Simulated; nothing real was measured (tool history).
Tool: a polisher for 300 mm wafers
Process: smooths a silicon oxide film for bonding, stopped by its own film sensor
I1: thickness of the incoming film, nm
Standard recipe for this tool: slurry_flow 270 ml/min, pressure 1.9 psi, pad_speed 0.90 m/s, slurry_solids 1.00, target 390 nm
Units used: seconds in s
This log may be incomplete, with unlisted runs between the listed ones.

run 1 day=0.000 | slurry_flow=270 pressure=1.9 pad_speed=0.90 slurry_solids=1.00 target=390 | I1=460.4 | seconds=107.6
run 2 day=0.517 | slurry_flow=270 pressure=1.9 pad_speed=0.90 slurry_solids=1.00 target=390 | I1=472.8 | seconds=126.2
run 3 day=1.062 | slurry_flow=295 pressure=1.9 pad_speed=0.90 slurry_solids=1.00 target=390 | I1=467.0 | seconds=114.9
run 4 day=1.617 | slurry_flow=295 pressure=1.9 pad_speed=0.90 slurry_solids=1.00 target=390 | I1=467.3 | seconds=116.8
-- day=1.746 slurry blender recalibrated
run 5 day=2.533 | slurry_flow=270 pressure=2.1 pad_speed=0.70 slurry_solids=1.00 target=390 | I1=469.4 | seconds=128.6
-- day=2.750 worn pad replaced by a new one
run 6 day=3.338 | slurry_flow=270 pressure=2.1 pad_speed=0.70 slurry_solids=1.00 target=390 | I1=472.3 | seconds=131.9
run 7 day=4.046 | slurry_flow=270 pressure=1.9 pad_speed=0.90 slurry_solids=1.00 target=390 | I1=477.7 | seconds=134.7
run 8 day=5.100 | slurry_flow=270 pressure=1.9 pad_speed=0.90 slurry_solids=1.00 target=407 | I1=472.4 | seconds=100.2
-- day=5.508 slurry blender recalibrated
-- day=5.612 slurry nozzle cleaned
run 9 day=5.962 | slurry_flow=295 pressure=1.9 pad_speed=0.78 slurry_solids=1.00 target=372 | I1=466.7 | seconds=143.7
-- day=6.892 head pressure recalibrated
run 10 day=7.200 | slurry_flow=225 pressure=1.3 pad_speed=1.08 slurry_solids=0.85 target=390 | I1=468.1 | seconds=151.2
-- day=8.329 worn pad replaced by a new one
run 11 day=8.350 | slurry_flow=270 pressure=1.9 pad_speed=0.90 slurry_solids=1.15 target=411 | I1=467.1 | seconds=76.5
run 12 day=8.888 | slurry_flow=270 pressure=2.6 pad_speed=0.78 slurry_solids=1.20 target=399 | I1=470.8 | seconds=76.8
run 13 day=9.846 | slurry_flow=325 pressure=1.7 pad_speed=0.90 slurry_solids=1.00 target=411 | I1=478.3 | seconds=104.0
-- day=10.333 slurry blender recalibrated
run 14 day=10.671 | slurry_flow=245 pressure=1.6 pad_speed=1.22 slurry_solids=1.10 target=390 | I1=463.3 | seconds=102.7
run 15 day=11.246 | slurry_flow=270 pressure=1.9 pad_speed=0.90 slurry_solids=1.00 target=390 | I1=462.5 | seconds=108.0
run 16 day=11.838 | slurry_flow=270 pressure=1.9 pad_speed=0.90 slurry_solids=1.00 target=390 | I1=463.2 | seconds=106.4

Run-by-run hidden state of the tool:
removal rate lost through wear of the pad, %: 0 on each run
deviation of the head's pressure from its setpoint, %: 0 on each run
abrasive missing from the slurry, %: 0 on each run
H1: slurry flow missing at the pad, %
run=1 H1=41.3
run=2 H1=41.6
run=3 H1=41.8
run=4 H1=42.1
run=5 H1=42.4
run=6 H1=42.6
run=7 H1=42.8
run=8 H1=43.1
run=9 H1=2.79
run=10 H1=9.61
run=11 H1=14.9
run=12 H1=17.1
run=13 H1=20.5
run=14 H1=23.1
run=15 H1=24.8
run=16 H1=26.3
